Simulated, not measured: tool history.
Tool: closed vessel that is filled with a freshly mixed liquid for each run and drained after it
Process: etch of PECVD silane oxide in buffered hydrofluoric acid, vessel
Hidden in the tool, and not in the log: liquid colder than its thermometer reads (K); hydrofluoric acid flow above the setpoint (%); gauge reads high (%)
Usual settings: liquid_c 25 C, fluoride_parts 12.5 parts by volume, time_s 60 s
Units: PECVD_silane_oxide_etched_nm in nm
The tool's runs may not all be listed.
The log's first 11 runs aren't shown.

run     day  liquid_c  fluoride_parts  time_s  wafers since the last listed run  hours since the thermometer was replaced  hours since the hydrofluoric acid flow meter was replaced  hours since the gauge calibration  read-back film thickness of the PECVD silane oxide reference wafer, read on the same gauge (nm)  PECVD_silane_oxide_etched_nm
 12   9.892      21.5            12.5      95                              2074                                     174.8                                                      359.4                                916                                                                                           129.98                        140.44
 13  10.508        29            12.5      95                              1715                                     189.6                                                      374.2                              930.8                                                                                           130.01                         210.1
 14   11.45        25               8      80                              2619                                     212.2                                                      396.8                              953.4                                                                                           129.99                        216.92
 15  12.483      29.5            16.5      50                              2874                                       237                                                      421.6                              978.2                                                                                           129.96                          87.2
     13.554  -- hydrofluoric acid flow meter replaced
 16  13.696        27            12.5      45                              3257                                     266.1                                                        3.4                             1007.3                                                                                           130.02                         90.78
 17  14.929        25            12.5      60                              3431                                     295.7                                                         33                             1036.9                                                                                           129.98                        109.52
 18  15.962        25            12.5      30                              2874                                     320.5                                                       57.8                             1061.7                                                                                           129.99                          54.4
     16.546  -- gauge calibrated
 19  16.704      26.5            12.5      60                              2063                                     338.3                                                       75.6                                3.8                                                                                           129.97                        119.24
 20  18.075        25            12.5      60                              3813                                     371.2                                                      108.5                               36.7                                                                                              130                        109.66
 21  18.762        25            12.5      60                              1912                                     387.7                                                        125                               53.2                                                                                           129.99                         109.7
 22  20.004        25            12.5      60                              3454                                     417.5                                                      154.8                                 83                                                                                              130                         110.2
 23  20.696        27               9      75                              1924                                     434.1                                                      171.4                               99.6                                                                                              130                        206.29
 24  21.775      26.5              14      60                              3002                                       460                                                      197.3                              125.5                                                                                           130.04                         107.4
 25  23.233      28.5            12.5      60                              4056                                       495                                                      232.3                              160.5                                                                                           130.02                        134.11
     23.417  -- hydrofluoric acid flow meter replaced, repeated, since the last time left the tool worse
 26  24.383      28.5            14.5      40                              3083                                     522.6                                                       23.2                              188.1                                                                                              130                          73.3
 27  25.438        28             8.5      70                              2932                                     547.9                                                       48.5                              213.4                                                                                           129.96                        203.79
 28  26.642      22.5            16.5      40                              3349                                     576.8                                                       77.4                              242.3                                                                                           130.01                            47
 29  28.083        28              17      45                              4010                                     611.4                                                        112                              276.9                                                                                           129.99                         68.62
 30    29.3        25              15      60                              3384                                     640.6                                                      141.2                              306.1                                                                                           129.96                         88.48
 31  30.175        25            12.5      60                              2434                                     661.6                                                      162.2                              327.1                                                                                           129.99                        105.05
 32  34.154        25            15.5      30                             11069                                     757.1                                                      257.7                              422.6                                                                                           129.98                          43.2

Forecast each of these 4 alternatives for the next run:
  A  34.183        25            12.5      50                                81                                     757.8                                                      258.4                              423.3                                                                                                ?                             ?
  B  34.183      21.5              15      40                                81                                     757.8                                                      258.4                              423.3                                                                                                ?                             ?
  C  34.183        25               8      60                                81                                     757.8                                                      258.4                              423.3                                                                                                ?                             ?
  D  34.183        25              14      85                                81                                     757.8                                                      258.4                              423.3                                                                                                ?                             ?

run  read-back film thickness of the PECVD silane oxide reference wafer, read on the same gauge (nm)  PECVD_silane_oxide_etched_nm
  A                                                                                           129.98                          88.4
  B                                                                                           129.98                         48.81
  C                                                                                           129.98                        160.39
  D                                                                                           129.98                         134.5
Without the tool's hidden state the same runs would have given:
run  PECVD_silane_oxide_etched_nm
  A                         86.93
  B                            48
  C                        157.44
  D                        132.26
